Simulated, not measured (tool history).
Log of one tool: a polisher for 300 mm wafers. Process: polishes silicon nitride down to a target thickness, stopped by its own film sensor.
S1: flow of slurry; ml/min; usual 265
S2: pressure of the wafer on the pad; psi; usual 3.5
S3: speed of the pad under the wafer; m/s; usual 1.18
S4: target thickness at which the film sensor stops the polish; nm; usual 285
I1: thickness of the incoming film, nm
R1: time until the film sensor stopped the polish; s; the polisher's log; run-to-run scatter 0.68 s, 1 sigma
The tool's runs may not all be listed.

Run 1, hour 0.0: usual settings; I1 436.1. Result: R1 66.3 s.
Run 2, hour 29.6: usual settings; I1 440.6. Result: R1 68.2 s.
Run 3, hour 46.9: usual settings but S1 205 ml/min; I1 438.0. Result: R1 69.5 s.
At hour 74.1: worn pad replaced by a new one.
Run 4, hour 80.6: usual settings but S1 205 ml/min; I1 446.9. Result: R1 73.1 s.
Run 5, hour 95.9: usual settings but S1 205 ml/min; I1 442.8. Result: R1 72.8 s.
Run 6, hour 122.7: usual settings; I1 434.2. Result: R1 65.9 s.
Run 7, hour 137.8: usual settings; I1 443.4. Result: R1 69.2 s.
Run 8, hour 168.9: usual settings; I1 445.1. Result: R1 71.9 s.
At hour 189.4: worn pad replaced by a new one.
Run 9, hour 192.5: usual settings but S1 285 ml/min; I1 440.4. Result: R1 67.4 s.
At hour 276.6: slurry nozzle cleaned.
Run 10, hour 292.5: usual settings but S1 285 ml/min; I1 447.3. Result: R1 70.5 s.
At hour 322.3: worn pad replaced by a new one.
Run 11, hour 327.9: usual settings but S1 180 ml/min, S2 3.1 psi, S3 1.44 m/s, S4 233 nm; I1 436.3. Result: R1 89.9 s.
Run 12, hour 362.7: usual settings; I1 440.0. Result: R1 68.5 s.
At hour 370.4: head pressure recalibrated.
Run 13, hour 396.0: usual settings but S1 340 ml/min, S3 1.46 m/s, S4 310 nm; I1 439.3. Result: R1 46.7 s.
Run 14, hour 423.3: usual settings; I1 437.3. Result: R1 67.2 s.
Run 15, hour 439.4: usual settings; I1 443.8. Result: R1 70.0 s.
At hour 449.5: worn pad replaced by a new one.
Run 16, hour 471.4: usual settings but S3 1.50 m/s, S4 260 nm; I1 443.6. Result: R1 66.9 s.
Run 17, hour 494.9: usual settings; I1 435.9. Result: R1 66.0 s.
Run 18, hour 515.6: usual settings but S1 345 ml/min, S2 4.5 psi, S4 321 nm; I1 446.0. Result: R1 42.3 s.
Run 19, hour 544.8: usual settings but S1 320 ml/min, S4 315 nm; I1 442.0. Result: R1 54.5 s.
Run 20, hour 573.0: usual settings but S2 4.6 psi, S3 1.50 m/s; I1 436.5. Result: R1 42.9 s.
At hour 581.5: worn pad replaced by a new one.
Run 21, hour 591.3: usual settings but S1 200 ml/min, S2 4.1 psi, S3 1.50 m/s, S4 330 nm; I1 436.7. Result: R1 34.4 s.

4 options for the next run, each taken on its own from the tool as it stands now. Forecast them:
Run A, hour 591.7: usual settings but S1 315 ml/min; I1 445.0. Result: R1 ?.
Run B, hour 591.7: usual settings but S1 195 ml/min, S2 3.9 psi, S3 1.34 m/s, S4 249 nm; I1 445.0. Result: R1 ?.
Run C, hour 591.7: usual settings but S1 340 ml/min, S4 236 nm; I1 445.0. Result: R1 ?.
Run D, hour 591.7: usual settings but S1 225 ml/min, S4 264 nm; I1 445.0. Result: R1 ?.

run    R1
  A  69.4
  B  73.5
  C  90.1
  D  81.5
What these runs would have given with no unlogged condition in the tool:
run    R1
  A  69.4
  B  73.5
  C  90.1
  D  81.5

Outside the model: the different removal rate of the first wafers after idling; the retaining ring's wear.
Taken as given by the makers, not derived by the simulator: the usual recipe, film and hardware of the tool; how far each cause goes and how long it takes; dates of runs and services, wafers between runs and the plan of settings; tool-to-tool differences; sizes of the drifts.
